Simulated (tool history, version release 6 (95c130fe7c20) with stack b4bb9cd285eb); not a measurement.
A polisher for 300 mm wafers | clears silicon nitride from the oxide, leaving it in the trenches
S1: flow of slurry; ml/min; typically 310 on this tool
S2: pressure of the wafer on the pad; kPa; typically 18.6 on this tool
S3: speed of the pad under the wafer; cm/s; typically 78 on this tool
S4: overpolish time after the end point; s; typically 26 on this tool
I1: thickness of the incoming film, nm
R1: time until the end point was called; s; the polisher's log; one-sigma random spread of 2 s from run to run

run,hour,S1,S2,S3,S4,I1,R1
1,0,310,18.6,78,26,95.6,138.6
2,16.9,310,18.6,78,36,93.8,136.1
3,23.6,310,14.5,78,26,94.9,180.6
# hour 38: worn pad replaced by a new one
4,38.5,310,18.6,78,26,96.2,144
5,53.6,310,18.6,78,26,95.4,142.8
6,61.1,310,18.6,78,26,96.2,143.8
7,77.8,365,18.6,78,26,95.8,139.3
8,91.2,365,18.6,78,26,96.3,147.1
9,100.7,365,18.6,78,26,93.9,139.4
10,116.2,310,18.6,78,26,97.1,148.9
# hour 120.5: worn pad replaced by a new one
11,133.5,310,18.6,78,26,94.5,148.9
12,147,310,18.6,78,26,94.3,146.2
13,159.3,310,18.6,78,26,95,151.2
14,171.3,310,18.6,92,26,96.3,125.2
# hour 174: slurry nozzle cleaned
15,184.4,310,18.6,68,17,94.9,173.4
16,199.6,310,18.6,68,17,94.9,169.2
17,211.9,310,18.6,68,17,93.6,166.2
18,221.7,405,18.6,78,34,93.7,141.8
# hour 230.4: worn pad replaced by a new one
19,239.5,310,18.6,78,26,93.9,150.4
20,253.1,420,14.5,54,11,94.5,274.4
21,270.6,200,21.4,92,37,94.6,112
22,281.7,310,18.6,78,26,93.2,144.2
23,292.6,415,15.2,70,33,93.8,198.9
24,300.5,245,24.1,78,40,93.8,116.8
# hour 315.4: head pressure recalibrated
# hour 316: worn pad replaced by a new one
25,317,310,18.6,78,26,94.6,140.4
26,332.6,310,18.6,78,26,95.4,145.6
27,348.6,220,18.6,62,26,96,183.9
28,355.8,310,18.6,78,26,94.8,144
29,373.5,385,22.8,86,26,95.7,108.9
30,387.2,310,15.2,78,26,94.9,176.2
# hour 406.7: worn pad replaced by a new one
31,407.2,310,23.4,54,17,96.3,169.9
32,411.5,310,18.6,78,26,95.5,146.7
33,423,360,24.8,78,26,95.9,108.7
34,429,210,18.6,64,35,94.6,182.7
35,435.4,310,18.6,78,26,94.2,148.4
36,449.3,310,15.9,78,14,95.2,176

5 options for the next run, each taken on its own from the tool as it stands now. Forecast them:
A,449.8,310,18.6,78,26,95.1,?
B,449.8,310,20,78,26,95.1,?
C,449.8,350,18.6,78,20,95.1,?
D,449.8,345,13.1,78,39,95.1,?
E,449.8,310,18.6,66,26,95.1,?

run,R1
A,148.5
B,138.2
C,147.5
D,209.7
E,175.5
The same runs, with their run-to-run variation unchanged, on a tool lacking any hidden condition would have given:
run,R1
A,138.4
B,128.8
C,137.4
D,195.4
E,163.5
